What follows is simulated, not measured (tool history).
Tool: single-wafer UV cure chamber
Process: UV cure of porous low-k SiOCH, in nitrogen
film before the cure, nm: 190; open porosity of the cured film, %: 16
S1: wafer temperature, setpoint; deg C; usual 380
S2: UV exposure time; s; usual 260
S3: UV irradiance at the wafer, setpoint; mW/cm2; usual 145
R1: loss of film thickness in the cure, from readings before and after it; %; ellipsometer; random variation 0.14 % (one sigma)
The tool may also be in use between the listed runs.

run     day   S1   S2   S3      R1
  1       0  380  260  145  11.078
  2   1.383  380  260  145  10.995
  3   9.542  380  260  145  10.754
  4   12.05  380  260  145  10.768
     17.762  -- UV bulbs replaced
  5  19.762  380  260  145  11.937
  6   21.55  380  260  145  12.098
  7  23.121  380  260  145  12.268
  8  25.862  380  365  145  13.383
  9  27.608  380  365  145   13.17
     30.071  -- quartz window cleaned
 10  30.554  385  335  145  12.946
 11  33.329  369  350  123  12.318
 12  34.583  380  260  145  11.656
 13  35.938  380  260  176  12.591
 14  36.938  385  335  145  13.109
 15  37.983  392  375  170  13.776
 16    40.3  380  260  145  11.591
 17  41.875  397  260  119   11.16
 18  43.154  373  145  177   9.828
 19  45.158  380  390  145  13.024

4 ways to go on from here, each from the tool as it stands after run 19. What would each give?
  A  45.179  380  260  145   ?
  B  45.179  397  260  112   ?
  C  45.179  380  170  180   ?
  D  45.179  391  170  116   ?

run      R1
  A  11.355
  B  10.576
  C  10.503
  D   8.943
Without the tool's hidden state the same runs would have given:
run      R1
  A  12.126
  B  11.334
  C   11.26
  D   9.665
